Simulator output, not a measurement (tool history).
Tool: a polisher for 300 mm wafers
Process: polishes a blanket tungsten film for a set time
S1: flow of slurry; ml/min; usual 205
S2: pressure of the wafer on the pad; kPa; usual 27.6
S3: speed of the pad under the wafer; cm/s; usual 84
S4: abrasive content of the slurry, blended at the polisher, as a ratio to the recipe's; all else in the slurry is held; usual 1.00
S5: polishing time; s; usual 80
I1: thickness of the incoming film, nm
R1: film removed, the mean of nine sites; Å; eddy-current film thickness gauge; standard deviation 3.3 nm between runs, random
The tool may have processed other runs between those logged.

run 1 day=0.000 | S1=205 S2=27.6 S3=84 S4=1.00 S5=80 | I1=1334.0 | R1=2755
run 2 day=2.446 | S1=205 S2=27.6 S3=84 S4=1.00 S5=80 | I1=1346.4 | R1=2743
-- day=3.721 slurry tank refilled with fresh slurry and peroxide
run 3 day=5.267 | S1=205 S2=27.6 S3=84 S4=1.00 S5=80 | I1=1358.5 | R1=2626
run 4 day=7.329 | S1=205 S2=27.6 S3=84 S4=1.00 S5=80 | I1=1342.6 | R1=2592
run 5 day=8.529 | S1=205 S2=27.6 S3=70 S4=1.00 S5=80 | I1=1346.2 | R1=2130
run 6 day=10.112 | S1=160 S2=27.6 S3=84 S4=1.00 S5=80 | I1=1350.9 | R1=2509
run 7 day=11.925 | S1=205 S2=35.9 S3=110 S4=1.00 S5=80 | I1=1352.2 | R1=3849
-- day=13.667 slurry nozzle cleaned
run 8 day=13.683 | S1=205 S2=27.6 S3=66 S4=1.00 S5=80 | I1=1356.7 | R1=1952
-- day=14.067 head pressure recalibrated
-- day=17.421 slurry blender recalibrated
-- day=18.450 worn pad replaced by a new one
run 9 day=19.983 | S1=205 S2=22.1 S3=84 S4=1.00 S5=80 | I1=1333.5 | R1=2493
run 10 day=21.604 | S1=205 S2=27.6 S3=60 S4=1.00 S5=59 | I1=1323.5 | R1=1490
-- day=22.433 slurry tank refilled with fresh slurry and peroxide
run 11 day=23.650 | S1=265 S2=18.6 S3=84 S4=1.00 S5=105 | I1=1369.5 | R1=2844
run 12 day=25.288 | S1=205 S2=27.6 S3=84 S4=1.20 S5=80 | I1=1343.6 | R1=2741
run 13 day=26.525 | S1=205 S2=27.6 S3=56 S4=0.70 S5=80 | I1=1368.0 | R1=1675
run 14 day=29.442 | S1=265 S2=27.6 S3=84 S4=1.00 S5=80 | I1=1364.9 | R1=2655
-- day=31.633 slurry nozzle cleaned
run 15 day=32.088 | S1=205 S2=24.1 S3=72 S4=1.00 S5=80 | I1=1332.1 | R1=1996
run 16 day=34.350 | S1=140 S2=27.6 S3=84 S4=1.00 S5=80 | I1=1357.7 | R1=2376
-- day=36.379 worn pad replaced by a new one
-- day=36.592 slurry blender recalibrated
run 17 day=37.179 | S1=205 S2=27.6 S3=84 S4=1.00 S5=80 | I1=1340.3 | R1=2943
run 18 day=39.325 | S1=205 S2=27.6 S3=84 S4=1.00 S5=80 | I1=1378.4 | R1=2814
-- day=39.775 slurry tank refilled with fresh slurry and peroxide
run 19 day=41.471 | S1=175 S2=27.6 S3=84 S4=1.00 S5=80 | I1=1330.9 | R1=2716
run 20 day=42.621 | S1=265 S2=27.6 S3=84 S4=0.90 S5=80 | I1=1352.1 | R1=2690
-- day=50.442 slurry nozzle cleaned
run 21 day=51.617 | S1=235 S2=20.7 S3=84 S4=0.75 S5=88 | I1=1326.4 | R1=2310
-- day=53.496 head pressure recalibrated
run 22 day=53.625 | S1=205 S2=27.6 S3=84 S4=1.00 S5=80 | I1=1368.9 | R1=2491
run 23 day=55.354 | S1=205 S2=27.6 S3=84 S4=1.00 S5=80 | I1=1375.9 | R1=2469
-- day=57.458 slurry blender recalibrated
-- day=58.471 worn pad replaced by a new one
-- day=58.971 slurry tank refilled with fresh slurry and peroxide
run 24 day=59.542 | S1=275 S2=27.6 S3=84 S4=1.00 S5=80 | I1=1344.2 | R1=2951
run 25 day=60.592 | S1=205 S2=27.6 S3=84 S4=1.00 S5=80 | I1=1373.2 | R1=2860

Forecast each of these 5 alternatives for the next run:
run A day=60.608 | S1=205 S2=34.5 S3=84 S4=1.00 S5=80 | I1=1364.9 | R1=?
run B day=60.608 | S1=205 S2=27.6 S3=84 S4=1.00 S5=105 | I1=1364.9 | R1=?
run C day=60.608 | S1=205 S2=27.6 S3=100 S4=1.00 S5=91 | I1=1364.9 | R1=?
run D day=60.608 | S1=260 S2=30.3 S3=106 S4=1.00 S5=90 | I1=1364.9 | R1=?
run E day=60.608 | S1=265 S2=33.1 S3=84 S4=1.00 S5=99 | I1=1364.9 | R1=?

run=A R1=3272
run=B R1=3721
run=C R1=3839
run=D R1=4366
run=E R1=4033
With the hidden condition removed and each run's random variation left untouched, the same runs would have given:
run=A R1=3455
run=B R1=3930
run=C R1=4054
run=D R1=4610
run=E R1=4259

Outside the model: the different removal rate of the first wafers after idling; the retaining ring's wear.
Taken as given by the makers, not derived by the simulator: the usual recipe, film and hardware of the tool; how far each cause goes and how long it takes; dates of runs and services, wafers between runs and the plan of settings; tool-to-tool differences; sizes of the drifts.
